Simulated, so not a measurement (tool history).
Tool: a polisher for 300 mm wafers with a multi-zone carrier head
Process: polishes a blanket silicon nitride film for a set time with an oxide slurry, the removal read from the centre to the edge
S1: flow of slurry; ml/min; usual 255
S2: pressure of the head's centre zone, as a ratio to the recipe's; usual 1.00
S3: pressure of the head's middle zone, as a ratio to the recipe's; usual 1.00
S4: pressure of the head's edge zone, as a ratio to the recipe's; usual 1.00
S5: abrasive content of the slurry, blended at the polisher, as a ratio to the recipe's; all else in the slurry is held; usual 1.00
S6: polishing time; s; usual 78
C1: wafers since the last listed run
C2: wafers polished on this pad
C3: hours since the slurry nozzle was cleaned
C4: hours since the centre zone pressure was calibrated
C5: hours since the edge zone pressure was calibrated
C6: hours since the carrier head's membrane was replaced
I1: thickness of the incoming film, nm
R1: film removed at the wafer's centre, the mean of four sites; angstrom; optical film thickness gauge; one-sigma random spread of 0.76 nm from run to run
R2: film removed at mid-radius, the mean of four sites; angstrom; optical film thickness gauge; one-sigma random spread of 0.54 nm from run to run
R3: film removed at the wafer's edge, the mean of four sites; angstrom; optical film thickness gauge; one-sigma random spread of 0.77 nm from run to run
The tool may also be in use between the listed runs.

{"run": 1, "hour": 0.0, "S1": 255, "S2": 1.0, "S3": 1.0, "S4": 1.0, "S5": 1.0, "S6": 78, "C1": 0, "C2": 5158, "C3": 22.2, "C4": 151.4, "C5": 702.4, "C6": 71.8, "I1": 395.5, "R1": 526, "R2": 513, "R3": 524}
{"run": 2, "hour": 39.0, "S1": 290, "S2": 1.0, "S3": 1.0, "S4": 1.0, "S5": 1.0, "S6": 78, "C1": 498, "C2": 5656, "C3": 61.2, "C4": 190.4, "C5": 741.4, "C6": 110.8, "I1": 388.0, "R1": 511, "R2": 507, "R3": 511}
{"hour": 57.7, "done": "worn pad replaced by a new one"}
{"run": 3, "hour": 80.8, "S1": 290, "S2": 1.0, "S3": 1.0, "S4": 1.0, "S5": 1.0, "S6": 78, "C1": 482, "C2": 295, "C3": 103.0, "C4": 232.2, "C5": 783.2, "C6": 152.6, "I1": 387.3, "R1": 596, "R2": 590, "R3": 604}
{"run": 4, "hour": 119.0, "S1": 290, "S2": 1.0, "S3": 1.0, "S4": 1.0, "S5": 1.0, "S6": 78, "C1": 488, "C2": 783, "C3": 141.2, "C4": 270.4, "C5": 821.4, "C6": 190.8, "I1": 390.9, "R1": 579, "R2": 576, "R3": 602}
{"run": 5, "hour": 230.3, "S1": 255, "S2": 1.0, "S3": 1.0, "S4": 1.0, "S5": 1.15, "S6": 78, "C1": 1421, "C2": 2205, "C3": 252.5, "C4": 381.7, "C5": 932.7, "C6": 302.1, "I1": 394.7, "R1": 582, "R2": 583, "R3": 578}
{"hour": 403.4, "done": "slurry nozzle cleaned"}
{"run": 6, "hour": 409.4, "S1": 255, "S2": 1.0, "S3": 0.91, "S4": 1.0, "S5": 1.0, "S6": 78, "C1": 2275, "C2": 4480, "C3": 6.0, "C4": 560.8, "C5": 1111.8, "C6": 481.2, "I1": 389.6, "R1": 525, "R2": 489, "R3": 534}
{"run": 7, "hour": 457.1, "S1": 255, "S2": 1.0, "S3": 0.91, "S4": 1.0, "S5": 1.0, "S6": 78, "C1": 609, "C2": 5089, "C3": 53.7, "C4": 608.5, "C5": 1159.5, "C6": 528.9, "I1": 394.1, "R1": 513, "R2": 472, "R3": 518}
{"hour": 478.0, "done": "worn pad replaced by a new one"}
{"hour": 527.0, "done": "edge zone pressure recalibrated"}
{"run": 8, "hour": 563.9, "S1": 320, "S2": 1.0, "S3": 1.0, "S4": 1.07, "S5": 1.0, "S6": 78, "C1": 1287, "C2": 1071, "C3": 160.5, "C4": 715.3, "C5": 36.9, "C6": 635.7, "I1": 388.7, "R1": 600, "R2": 586, "R3": 604}
{"run": 9, "hour": 671.2, "S1": 175, "S2": 1.04, "S3": 1.0, "S4": 1.0, "S5": 1.0, "S6": 94, "C1": 1370, "C2": 2442, "C3": 267.8, "C4": 822.6, "C5": 144.2, "C6": 743.0, "I1": 396.5, "R1": 663, "R2": 621, "R3": 644}
{"run": 10, "hour": 734.8, "S1": 255, "S2": 1.0, "S3": 1.0, "S4": 1.1, "S5": 1.0, "S6": 65, "C1": 812, "C2": 3255, "C3": 331.4, "C4": 886.2, "C5": 207.8, "C6": 806.6, "I1": 391.8, "R1": 436, "R2": 441, "R3": 454}
{"hour": 762.4, "done": "carrier head's membrane replaced by a new one"}
{"hour": 812.3, "done": "slurry nozzle cleaned"}
{"run": 11, "hour": 836.8, "S1": 180, "S2": 1.0, "S3": 1.0, "S4": 1.06, "S5": 0.9, "S6": 78, "C1": 1226, "C2": 4481, "C3": 24.5, "C4": 988.2, "C5": 309.8, "C6": 74.4, "I1": 394.1, "R1": 487, "R2": 489, "R3": 509}
{"hour": 853.5, "done": "worn pad replaced by a new one"}
{"hour": 901.5, "done": "centre zone pressure recalibrated"}
{"run": 12, "hour": 907.6, "S1": 255, "S2": 1.0, "S3": 1.0, "S4": 1.0, "S5": 1.0, "S6": 78, "C1": 827, "C2": 665, "C3": 95.3, "C4": 6.1, "C5": 380.6, "C6": 145.2, "I1": 391.2, "R1": 591, "R2": 586, "R3": 583}
{"run": 13, "hour": 998.9, "S1": 255, "S2": 0.95, "S3": 1.08, "S4": 1.0, "S5": 1.0, "S6": 78, "C1": 1166, "C2": 1832, "C3": 186.6, "C4": 97.4, "C5": 471.9, "C6": 236.5, "I1": 387.5, "R1": 544, "R2": 580, "R3": 584}

What will run 14 give?
{"run": 14, "hour": 1036.8, "S1": 255, "S2": 1.0, "S3": 1.0, "S4": 1.0, "S5": 1.0, "S6": 66, "C1": 484, "C2": 2316, "C3": 224.5, "C4": 135.3, "C5": 509.8, "C6": 274.4, "I1": 390.3, "R1": "?", "R2": "?", "R3": "?"}

Run 14 gave R1 472 angstrom, R2 468 angstrom, R3 477 angstrom.
The same run, on a tool lacking any hidden state, would have yielded R1 524 angstrom, R2 518 angstrom, R3 524 angstrom.
